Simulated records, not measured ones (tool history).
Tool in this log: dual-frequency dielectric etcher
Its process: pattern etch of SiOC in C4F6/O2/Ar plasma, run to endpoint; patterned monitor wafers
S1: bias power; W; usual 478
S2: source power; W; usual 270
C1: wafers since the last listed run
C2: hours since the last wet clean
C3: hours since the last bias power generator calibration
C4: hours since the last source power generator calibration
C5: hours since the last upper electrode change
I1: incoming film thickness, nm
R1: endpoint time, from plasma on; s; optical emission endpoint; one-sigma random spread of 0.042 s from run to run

run	hour	S1	S2	C1	C2	C3	C4	C5	I1	R1
1	0	396	270	0	264.9	2549.8	3210	1465.1	26.8	12.1
2	27.5	396	270	442	292.4	2577.3	3237.5	1492.6	27.08	12.4
3	58	430	220	490	322.9	2607.8	3268	1523.1	26.93	13.3
4	71.8	390	270	221	336.7	2621.6	3281.8	1536.9	26.64	12.2
5	97.3	446	270	410	362.2	2647.1	3307.3	1562.4	27.07	11.6
6	115.8	446	270	297	380.7	2665.6	3325.8	1580.9	26.66	11.4
7	135	446	270	308	399.9	2684.8	3345	1600.1	26.86	11.5
8	164.6	404	270	476	429.5	2714.4	3374.6	1629.7	26.95	12.2
9	189.1	478	270	394	454	2738.9	3399.1	1654.2	27.05	11.2
# hour 200: bias power generator calibrated
10	201.5	478	270	135	466.4	1.5	3411.5	1666.6	27.04	11.3
# hour 228.4: wet clean of the chamber
11	228.9	478	270	54	0.5	28.9	3438.9	1694	26.84	11.1
12	253.3	384	270	392	24.9	53.3	3463.3	1718.4	26.81	12.2
13	338	478	310	1362	109.6	138	3548	1803.1	26.97	10.4
14	364.8	478	310	431	136.4	164.8	3574.8	1829.9	26.95	10.3
15	386.8	478	310	353	158.4	186.8	3596.8	1851.9	26.8	10.4
16	422.2	478	270	569	193.8	222.2	3632.2	1887.3	26.69	11
17	458	415	250	575	229.6	258	3668	1923.1	27.06	12.5
18	477.3	561	230	310	248.9	277.3	3687.3	1942.4	26.67	11.2
# hour 501.3: source power generator calibrated
19	506.3	478	270	402	277.9	306.3	5	1971.4	26.86	11.1
# hour 574.5: upper electrode replaced, of another model than before
20	575	410	310	718	346.6	375	73.7	0.5	27.04	11.7
21	591.2	478	270	260	362.8	391.2	89.9	16.7	26.69	11.1
# hour 618.8: wet clean of the chamber
22	619.3	367	300	65	0.5	419.3	118	44.8	26.66	13.1
23	628.5	536	330	147	9.7	428.5	127.2	54	27.21	8.8
24	641.8	415	250	213	23	441.8	140.5	67.3	26.73	13.3
25	662.3	478	270	329	43.5	462.3	161	87.8	27.14	11.2
26	697.4	478	270	564	78.6	497.4	196.1	122.9	27.06	11.2
27	728.4	554	270	498	109.6	528.4	227.1	153.9	26.93	9.9
28	759.8	478	270	504	141	559.8	258.5	185.3	26.93	11.2
29	781.6	525	220	350	162.8	581.6	280.3	207.1	26.98	12.6
30	797.9	478	270	262	179.1	597.9	296.6	223.4	26.89	11.2
31	825.9	384	300	450	207.1	625.9	324.6	251.4	27.11	12.7
32	841.7	571	220	254	222.9	641.7	340.4	267.2	26.69	11.6
33	865.7	404	330	385	246.9	665.7	364.4	291.2	27.14	11.3
34	885.4	478	210	316	266.6	685.4	384.1	310.9	26.76	14.2
35	920.6	558	270	566	301.8	720.6	419.3	346.1	26.87	9.9

Exercise: give the hidden state of the tool at every run:
bias power that arrives over what is set, %: 0, the same for each run
source power that arrives over what is set, %: 0, the same for each run
H1: etch rate over this chamber's usual, %
run	H1
1	-0.822
2	-0.922
3	-1.03
4	-1.08
5	-1.17
6	-1.24
7	-1.31
8	-1.42
9	-1.51
10	-1.55
11	0.0126
12	-0.0758
13	-0.383
14	-0.48
15	-0.56
16	-0.688
17	-0.818
18	-0.888
19	-0.993
20	-1.24
21	-1.3
22	-0.0251
23	-0.0584
24	-0.107
25	-0.181
26	-0.308
27	-0.421
28	-0.534
29	-0.613
30	-0.672
31	-0.774
32	-0.831
33	-0.918
34	-0.99
35	-1.12

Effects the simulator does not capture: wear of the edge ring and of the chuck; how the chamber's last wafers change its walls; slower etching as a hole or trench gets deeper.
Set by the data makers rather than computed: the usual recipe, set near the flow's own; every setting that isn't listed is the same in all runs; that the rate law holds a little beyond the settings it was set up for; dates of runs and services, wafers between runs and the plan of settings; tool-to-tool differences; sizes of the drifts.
